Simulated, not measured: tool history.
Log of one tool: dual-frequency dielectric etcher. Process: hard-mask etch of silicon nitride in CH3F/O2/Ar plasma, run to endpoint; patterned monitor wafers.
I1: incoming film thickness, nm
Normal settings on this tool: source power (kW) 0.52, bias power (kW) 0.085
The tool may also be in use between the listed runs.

{"run": 1, "hour": 0.0, "source power (kW)": 0.52, "bias power (kW)": 0.073, "I1": 34.01, "endpoint time (s)": 45.5}
{"run": 2, "hour": 60.6, "source power (kW)": 0.52, "bias power (kW)": 0.073, "I1": 33.56, "endpoint time (s)": 45.4}
{"hour": 89.5, "done": "wet clean of the chamber"}
{"run": 3, "hour": 102.6, "source power (kW)": 0.52, "bias power (kW)": 0.085, "I1": 33.75, "endpoint time (s)": 42}
{"run": 4, "hour": 172.2, "source power (kW)": 0.52, "bias power (kW)": 0.085, "I1": 33.82, "endpoint time (s)": 42.6}
{"run": 5, "hour": 220.1, "source power (kW)": 0.47, "bias power (kW)": 0.085, "I1": 34.21, "endpoint time (s)": 45.4}
{"run": 6, "hour": 259.5, "source power (kW)": 0.52, "bias power (kW)": 0.085, "I1": 34.03, "endpoint time (s)": 43}
{"run": 7, "hour": 299.5, "source power (kW)": 0.48, "bias power (kW)": 0.085, "I1": 33.95, "endpoint time (s)": 44.5}
{"run": 8, "hour": 452.2, "source power (kW)": 0.48, "bias power (kW)": 0.085, "I1": 33.65, "endpoint time (s)": 44.6}
{"run": 9, "hour": 518.7, "source power (kW)": 0.52, "bias power (kW)": 0.085, "I1": 33.73, "endpoint time (s)": 43.1}
{"run": 10, "hour": 547.6, "source power (kW)": 0.52, "bias power (kW)": 0.085, "I1": 33.44, "endpoint time (s)": 42.7}
{"run": 11, "hour": 611.3, "source power (kW)": 0.52, "bias power (kW)": 0.085, "I1": 33.67, "endpoint time (s)": 43}
{"run": 12, "hour": 659.7, "source power (kW)": 0.59, "bias power (kW)": 0.085, "I1": 33.92, "endpoint time (s)": 40.7}
{"run": 13, "hour": 699.3, "source power (kW)": 0.52, "bias power (kW)": 0.085, "I1": 33.81, "endpoint time (s)": 43.8}
{"run": 14, "hour": 744.3, "source power (kW)": 0.52, "bias power (kW)": 0.085, "I1": 33.94, "endpoint time (s)": 43.8}
{"hour": 770.9, "done": "wet clean of the chamber"}
{"hour": 843.7, "done": "upper electrode replaced"}
{"run": 15, "hour": 939.9, "source power (kW)": 0.52, "bias power (kW)": 0.085, "I1": 33.64, "endpoint time (s)": 45.2}
{"hour": 1008.4, "done": "wet clean of the chamber, repeated, since the last time left the tool worse"}
{"run": 16, "hour": 1008.9, "source power (kW)": 0.42, "bias power (kW)": 0.071, "I1": 33.85, "endpoint time (s)": 50.9}
{"hour": 1050.5, "done": "source power generator calibrated"}
{"run": 17, "hour": 1057.0, "source power (kW)": 0.42, "bias power (kW)": 0.071, "I1": 33.9, "endpoint time (s)": 51}
{"run": 18, "hour": 1106.0, "source power (kW)": 0.46, "bias power (kW)": 0.085, "I1": 33.54, "endpoint time (s)": 45.1}
{"run": 19, "hour": 1172.7, "source power (kW)": 0.45, "bias power (kW)": 0.097, "I1": 33.62, "endpoint time (s)": 44.1}
{"run": 20, "hour": 1208.8, "source power (kW)": 0.58, "bias power (kW)": 0.085, "I1": 33.62, "endpoint time (s)": 40.4}
{"run": 21, "hour": 1248.3, "source power (kW)": 0.52, "bias power (kW)": 0.085, "I1": 33.89, "endpoint time (s)": 42.9}
{"hour": 1263.9, "done": "bias power generator calibrated"}
{"run": 22, "hour": 1282.6, "source power (kW)": 0.43, "bias power (kW)": 0.1, "I1": 33.68, "endpoint time (s)": 44.8}
{"run": 23, "hour": 1347.1, "source power (kW)": 0.64, "bias power (kW)": 0.096, "I1": 33.56, "endpoint time (s)": 37}
{"run": 24, "hour": 1415.2, "source power (kW)": 0.52, "bias power (kW)": 0.106, "I1": 33.98, "endpoint time (s)": 40}
{"run": 25, "hour": 1449.7, "source power (kW)": 0.44, "bias power (kW)": 0.07, "I1": 33.84, "endpoint time (s)": 51.1}
{"run": 26, "hour": 1520.4, "source power (kW)": 0.52, "bias power (kW)": 0.085, "I1": 34.1, "endpoint time (s)": 43.9}
{"run": 27, "hour": 1577.6, "source power (kW)": 0.52, "bias power (kW)": 0.085, "I1": 33.92, "endpoint time (s)": 43.6}
{"run": 28, "hour": 1609.0, "source power (kW)": 0.39, "bias power (kW)": 0.068, "I1": 34.04, "endpoint time (s)": 56}
{"run": 29, "hour": 1663.7, "source power (kW)": 0.58, "bias power (kW)": 0.091, "I1": 33.78, "endpoint time (s)": 40.6}
{"hour": 1707.9, "done": "wet clean of the chamber"}
{"run": 30, "hour": 1720.9, "source power (kW)": 0.43, "bias power (kW)": 0.097, "I1": 33.79, "endpoint time (s)": 44.5}
{"run": 31, "hour": 1753.5, "source power (kW)": 0.63, "bias power (kW)": 0.079, "I1": 33.52, "endpoint time (s)": 39}
{"run": 32, "hour": 1812.0, "source power (kW)": 0.52, "bias power (kW)": 0.085, "I1": 33.6, "endpoint time (s)": 42.1}
{"run": 33, "hour": 1881.6, "source power (kW)": 0.52, "bias power (kW)": 0.085, "I1": 33.68, "endpoint time (s)": 42.7}
{"run": 34, "hour": 1910.1, "source power (kW)": 0.41, "bias power (kW)": 0.104, "I1": 34.09, "endpoint time (s)": 45.1}

Each row is a separate what-if for the run after 34, all from the same tool condition, not one after another. Results?
{"run": "A", "hour": 1910.5, "source power (kW)": 0.52, "bias power (kW)": 0.085, "I1": 33.84, "endpoint time (s)": "?"}
{"run": "B", "hour": 1910.5, "source power (kW)": 0.41, "bias power (kW)": 0.096, "I1": 33.84, "endpoint time (s)": "?"}
{"run": "C", "hour": 1910.5, "source power (kW)": 0.63, "bias power (kW)": 0.075, "I1": 33.84, "endpoint time (s)": "?"}

run=A endpoint_time_(s)=43
run=B endpoint_time_(s)=46.7
run=C endpoint_time_(s)=40.8
Without the tool's hidden state the same runs would have given:
run=A endpoint_time_(s)=42.5
run=B endpoint_time_(s)=46.1
run=C endpoint_time_(s)=40.4

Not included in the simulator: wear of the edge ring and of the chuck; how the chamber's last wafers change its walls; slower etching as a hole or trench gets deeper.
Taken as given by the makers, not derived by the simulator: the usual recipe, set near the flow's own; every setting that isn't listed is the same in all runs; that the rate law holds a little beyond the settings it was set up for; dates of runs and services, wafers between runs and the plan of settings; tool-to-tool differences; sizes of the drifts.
